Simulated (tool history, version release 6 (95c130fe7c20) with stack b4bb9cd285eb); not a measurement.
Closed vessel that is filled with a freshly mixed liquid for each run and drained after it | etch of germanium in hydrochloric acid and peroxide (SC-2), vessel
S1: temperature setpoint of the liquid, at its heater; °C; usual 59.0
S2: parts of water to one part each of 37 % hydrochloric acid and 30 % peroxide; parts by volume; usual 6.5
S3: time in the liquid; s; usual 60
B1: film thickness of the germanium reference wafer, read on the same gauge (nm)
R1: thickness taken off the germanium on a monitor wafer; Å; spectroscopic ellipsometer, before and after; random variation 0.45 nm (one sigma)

run	hour	S1	S2	S3	B1	R1
1	0.0	59.0	6.5	60	50.01	1234.3
2	66.3	59.0	6.5	60	49.98	1240.8
3	118.5	59.0	6.5	60	49.97	1229.3
4	167.8	63.0	5.5	60	49.99	1398.8
5	204.7	63.0	5.5	60	50.00	1397.8
6	251.4	63.0	5.5	60	50.01	1395.6
7	292.7	59.0	6.5	60	50.01	1222.1
# hour 316.4: new drum of peroxide connected
8	331.9	62.5	6.5	60	50.01	1361.2
9	401.1	50.5	4.0	60	50.00	950.8
# hour 422.7: gauge calibrated
10	446.5	49.0	9.0	30	49.98	439.1
# hour 497.1: thermometer replaced
11	503.4	59.0	6.5	60	50.01	1259.8
12	557.2	59.0	6.5	60	50.04	1257.9
13	585.8	59.0	6.5	60	50.04	1249.9
# hour 673.4: chemicals flow meter replaced
14	726.6	59.0	9.0	60	50.02	1221.4
15	798.0	53.5	6.5	60	50.01	1053.3
16	843.4	59.0	8.5	40	49.99	816.4
17	886.4	50.0	5.5	30	49.98	472.2

Forecast each of these 5 alternatives for the next run:
A	887.1	59.0	6.5	60	?	?
B	887.1	59.0	6.5	45	?	?
C	887.1	52.5	6.5	60	?	?
D	887.1	59.0	6.5	70	?	?
E	887.1	68.0	5.5	90	?	?

run	B1	R1
A	49.99	1241.5
B	49.99	931.2
C	49.99	1015.9
D	49.99	1448.5
E	49.99	2447.9
Without the tool's hidden state the same runs would have given:
run	R1
A	1260.0
B	945.0
C	1031.7
D	1470.0
E	2482.4
